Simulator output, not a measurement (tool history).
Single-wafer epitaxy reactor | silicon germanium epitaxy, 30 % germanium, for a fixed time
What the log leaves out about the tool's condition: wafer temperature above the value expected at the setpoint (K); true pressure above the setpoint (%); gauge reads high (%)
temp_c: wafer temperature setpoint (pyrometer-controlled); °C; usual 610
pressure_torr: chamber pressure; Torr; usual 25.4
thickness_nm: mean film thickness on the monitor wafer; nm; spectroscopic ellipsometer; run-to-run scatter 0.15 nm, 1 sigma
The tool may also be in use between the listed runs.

| run | hour | temp_c | pressure_torr | wafers since the last listed run | hours since the last pyrometer calibration | hours since the last manometer calibration | hours since the showerhead was replaced | hours since the gauge calibration | read-back reference wafer on the same gauge, thickness_nm | thickness_nm |
|---|---|---|---|---|---|---|---|---|---|---|
| 1 | 0.0 | 622 | 25.4 | 0 | 1631.9 | 1257.6 | 4751.0 | 109.3 | 84.295 | 88.158 |
| 2 | 9.8 | 622 | 25.4 | 213 | 1641.7 | 1267.4 | 4760.8 | 119.1 | 84.303 | 87.960 |
| 3 | 19.8 | 622 | 25.4 | 218 | 1651.7 | 1277.4 | 4770.8 | 129.1 | 84.273 | 87.978 |
|  | 52.1 | showerhead replaced |
|  | 53.2 | pyrometer calibrated |
| 4 | 53.7 | 610 | 25.4 | 541 | 0.5 | 1311.3 | 1.6 | 163.0 | 84.323 | 80.244 |
| 5 | 54.0 | 605 | 22.1 | 6 | 0.8 | 1311.6 | 1.9 | 163.3 | 84.251 | 69.851 |
| 6 | 64.6 | 610 | 25.4 | 231 | 11.4 | 1322.2 | 12.5 | 173.9 | 84.312 | 80.291 |
|  | 73.0 | gauge calibrated |
| 7 | 74.9 | 610 | 25.4 | 224 | 21.7 | 1332.5 | 22.8 | 1.9 | 84.297 | 80.070 |
| 8 | 82.3 | 610 | 25.4 | 161 | 29.1 | 1339.9 | 30.2 | 9.3 | 84.333 | 80.136 |
|  | 92.2 | capacitance manometer re-zeroed and calibrated |
| 9 | 95.6 | 604 | 20.8 | 115 | 42.4 | 3.4 | 43.5 | 22.6 | 84.309 | 66.392 |
| 10 | 109.9 | 617 | 25.4 | 312 | 56.7 | 17.7 | 57.8 | 36.9 | 84.310 | 88.816 |
| 11 | 122.2 | 617 | 31.4 | 268 | 69.0 | 30.0 | 70.1 | 49.2 | 84.304 | 96.995 |
| 12 | 139.1 | 597 | 30.1 | 368 | 85.9 | 46.9 | 87.0 | 66.1 | 84.302 | 69.212 |
| 13 | 155.5 | 617 | 31.4 | 358 | 102.3 | 63.3 | 103.4 | 82.5 | 84.270 | 96.666 |
| 14 | 162.5 | 623 | 22.0 | 152 | 109.3 | 70.3 | 110.4 | 89.5 | 84.300 | 90.651 |

For each entry between runs, how does the tool's hidden state at the last listed run before it compare with that at the first listed run after it?
Run 3 -> run 4: showerhead replaced (hour 52.1); pyrometer calibrated (hour 53.2)
  wafer temperature above the value expected at the setpoint (K): -6.17 -> -0.0211
  measured result minus the result with no hidden state, thickness_nm: -8.788 -> -0.027 nm
Run 6 -> run 7: gauge calibrated (hour 73.0)
  wafer temperature above the value expected at the setpoint (K): -0.146 -> -0.262
  measured result minus the result with no hidden state, thickness_nm: -0.185 -> -0.331 nm
Run 8 -> run 9: capacitance manometer re-zeroed and calibrated (hour 92.2)
  wafer temperature above the value expected at the setpoint (K): -0.344 -> -0.489
  measured result minus the result with no hidden state, thickness_nm: -0.435 -> -0.518 nm
